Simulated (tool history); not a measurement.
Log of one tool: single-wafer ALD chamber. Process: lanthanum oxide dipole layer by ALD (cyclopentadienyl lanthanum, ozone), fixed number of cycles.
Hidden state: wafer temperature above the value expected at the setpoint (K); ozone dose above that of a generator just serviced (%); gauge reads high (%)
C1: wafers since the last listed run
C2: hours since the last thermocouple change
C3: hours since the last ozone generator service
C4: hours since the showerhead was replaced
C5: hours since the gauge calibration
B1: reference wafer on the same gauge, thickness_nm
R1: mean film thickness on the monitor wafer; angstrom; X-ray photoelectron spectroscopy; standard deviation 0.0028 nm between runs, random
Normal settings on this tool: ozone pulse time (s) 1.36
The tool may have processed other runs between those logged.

Run 1, hour 0.0: usual settings; C1 0; C2 342.2; C3 422.6; C4 5215.4; C5 494.7; B1 0.471. Result: R1 5.63 angstrom.
Run 2, hour 84.8: usual settings but ozone pulse time (s) 1.60; C1 1868; C2 427.0; C3 507.4; C4 5300.2; C5 579.5; B1 0.471. Result: R1 5.89 angstrom.
Run 3, hour 179.4: usual settings but ozone pulse time (s) 1.60; C1 2084; C2 521.6; C3 602.0; C4 5394.8; C5 674.1; B1 0.471. Result: R1 5.91 angstrom.
Run 4, hour 272.2: usual settings but ozone pulse time (s) 0.99; C1 2044; C2 614.4; C3 694.8; C4 5487.6; C5 766.9; B1 0.471. Result: R1 4.58 angstrom.
Run 5, hour 329.7: usual settings; C1 1266; C2 671.9; C3 752.3; C4 5545.1; C5 824.4; B1 0.471. Result: R1 5.61 angstrom.
Run 6, hour 410.8: usual settings; C1 1786; C2 753.0; C3 833.4; C4 5626.2; C5 905.5; B1 0.471. Result: R1 5.57 angstrom.
Run 7, hour 488.4: usual settings; C1 1709; C2 830.6; C3 911.0; C4 5703.8; C5 983.1; B1 0.471. Result: R1 5.56 angstrom.
At hour 576.6: ozone generator serviced.
Run 8, hour 577.1: usual settings; C1 1777; C2 919.3; C3 0.5; C4 5792.5; C5 1071.8; B1 0.471. Result: R1 5.63 angstrom.
Run 9, hour 634.3: usual settings; C1 1260; C2 976.5; C3 57.7; C4 5849.7; C5 1129.0; B1 0.471. Result: R1 5.67 angstrom.
At hour 670.7: showerhead replaced.
Run 10, hour 689.3: usual settings; C1 1035; C2 1031.5; C3 112.7; C4 18.6; C5 1184.0; B1 0.471. Result: R1 5.65 angstrom.
Run 11, hour 756.6: usual settings but ozone pulse time (s) 1.71; C1 1482; C2 1098.8; C3 180.0; C4 85.9; C5 1251.3; B1 0.471. Result: R1 6.01 angstrom.
Run 12, hour 811.6: usual settings but ozone pulse time (s) 1.64; C1 1211; C2 1153.8; C3 235.0; C4 140.9; C5 1306.3; B1 0.471. Result: R1 5.90 angstrom.
Run 13, hour 859.9: usual settings but ozone pulse time (s) 1.64; C1 1064; C2 1202.1; C3 283.3; C4 189.2; C5 1354.6; B1 0.471. Result: R1 5.90 angstrom.
Run 14, hour 910.7: usual settings but ozone pulse time (s) 1.64; C1 1119; C2 1252.9; C3 334.1; C4 240.0; C5 1405.4; B1 0.471. Result: R1 5.87 angstrom.
Run 15, hour 987.3: usual settings; C1 1687; C2 1329.5; C3 410.7; C4 316.6; C5 1482.0; B1 0.470. Result: R1 5.65 angstrom.
Run 16, hour 1083.2: usual settings; C1 2112; C2 1425.4; C3 506.6; C4 412.5; C5 1577.9; B1 0.471. Result: R1 5.57 angstrom.
Run 17, hour 1132.3: usual settings but ozone pulse time (s) 1.75; C1 1081; C2 1474.5; C3 555.7; C4 461.6; C5 1627.0; B1 0.471. Result: R1 5.95 angstrom.
At hour 1175.3: thermocouple changed; heater temperature recalibrated.
At hour 1200.2: gauge calibrated.
Run 18, hour 1233.0: usual settings but ozone pulse time (s) 1.79; C1 2042; C2 57.7; C3 656.4; C4 562.3; C5 32.8; B1 0.471. Result: R1 5.95 angstrom.
Run 19, hour 1275.1: usual settings but ozone pulse time (s) 1.60; C1 927; C2 99.8; C3 698.5; C4 604.4; C5 74.9; B1 0.471. Result: R1 5.85 angstrom.
Run 20, hour 1401.9: usual settings; C1 2793; C2 226.6; C3 825.3; C4 731.2; C5 201.7; B1 0.471. Result: R1 5.51 angstrom.
Run 21, hour 1532.1: usual settings but ozone pulse time (s) 1.88; C1 2868; C2 356.8; C3 955.5; C4 861.4; C5 331.9; B1 0.471. Result: R1 6.00 angstrom.
Run 22, hour 1582.2: usual settings but ozone pulse time (s) 1.72; C1 1103; C2 406.9; C3 1005.6; C4 911.5; C5 382.0; B1 0.471. Result: R1 5.90 angstrom.
At hour 1604.7: ozone generator serviced.
Run 23, hour 1687.7: usual settings; C1 2148; C2 512.4; C3 83.0; C4 1017.0; C5 487.5; B1 0.471. Result: R1 5.66 angstrom.
Run 24, hour 1789.4: usual settings but ozone pulse time (s) 1.53; C1 2240; C2 614.1; C3 184.7; C4 1118.7; C5 589.2; B1 0.471. Result: R1 5.86 angstrom.
Run 25, hour 1881.6: usual settings but ozone pulse time (s) 1.14; C1 2031; C2 706.3; C3 276.9; C4 1210.9; C5 681.4; B1 0.471. Result: R1 5.21 angstrom.
Run 26, hour 2011.9: usual settings but ozone pulse time (s) 1.20; C1 2870; C2 836.6; C3 407.2; C4 1341.2; C5 811.7; B1 0.471. Result: R1 5.31 angstrom.
Run 27, hour 2089.7: usual settings; C1 1714; C2 914.4; C3 485.0; C4 1419.0; C5 889.5; B1 0.471. Result: R1 5.69 angstrom.
Run 28, hour 2141.1: usual settings but ozone pulse time (s) 1.74; C1 1132; C2 965.8; C3 536.4; C4 1470.4; C5 940.9; B1 0.471. Result: R1 5.97 angstrom.
Run 29, hour 2199.7: usual settings but ozone pulse time (s) 1.76; C1 1291; C2 1024.4; C3 595.0; C4 1529.0; C5 999.5; B1 0.471. Result: R1 5.95 angstrom.
Run 30, hour 2279.1: usual settings but ozone pulse time (s) 1.77; C1 1749; C2 1103.8; C3 674.4; C4 1608.4; C5 1078.9; B1 0.471. Result: R1 5.96 angstrom.
Run 31, hour 2359.5: usual settings; C1 1771; C2 1184.2; C3 754.8; C4 1688.8; C5 1159.3; B1 0.471. Result: R1 5.60 angstrom.
Run 32, hour 2433.3: usual settings; C1 1625; C2 1258.0; C3 828.6; C4 1762.6; C5 1233.1; B1 0.471. Result: R1 5.56 angstrom.
Run 33, hour 2505.3: usual settings but ozone pulse time (s) 1.09; C1 1586; C2 1330.0; C3 900.6; C4 1834.6; C5 1305.1; B1 0.471. Result: R1 4.84 angstrom.
At hour 2581.3: ozone generator serviced.
Run 34, hour 2603.0: usual settings but ozone pulse time (s) 1.68; C1 1976; C2 1427.7; C3 21.7; C4 1932.3; C5 1402.8; B1 0.472. Result: R1 5.97 angstrom.

Some steps in R1 between neighbouring runs. How much of each would the tool show without its hidden state too (settings, what came in, random variation), and how much is left for the hidden state, with any gauge scatter that isn't in both results?
Run 3 -> 4: ozone pulse time (s) 1.60 -> 0.99. R1 -1.33 angstrom: hidden state -0.12, all else -1.21.
Run 4 -> 5: ozone pulse time (s) 0.99 -> 1.36. R1 +1.03 angstrom: hidden state +0.06, all else +0.97.
Run 7 -> 8: ozone generator serviced. R1 +0.07 angstrom: hidden state +0.12, all else -0.05.
Run 33 -> 34: ozone pulse time (s) 1.09 -> 1.68, ozone generator serviced. R1 +1.13 angstrom: hidden state +0.25, all else +0.88.
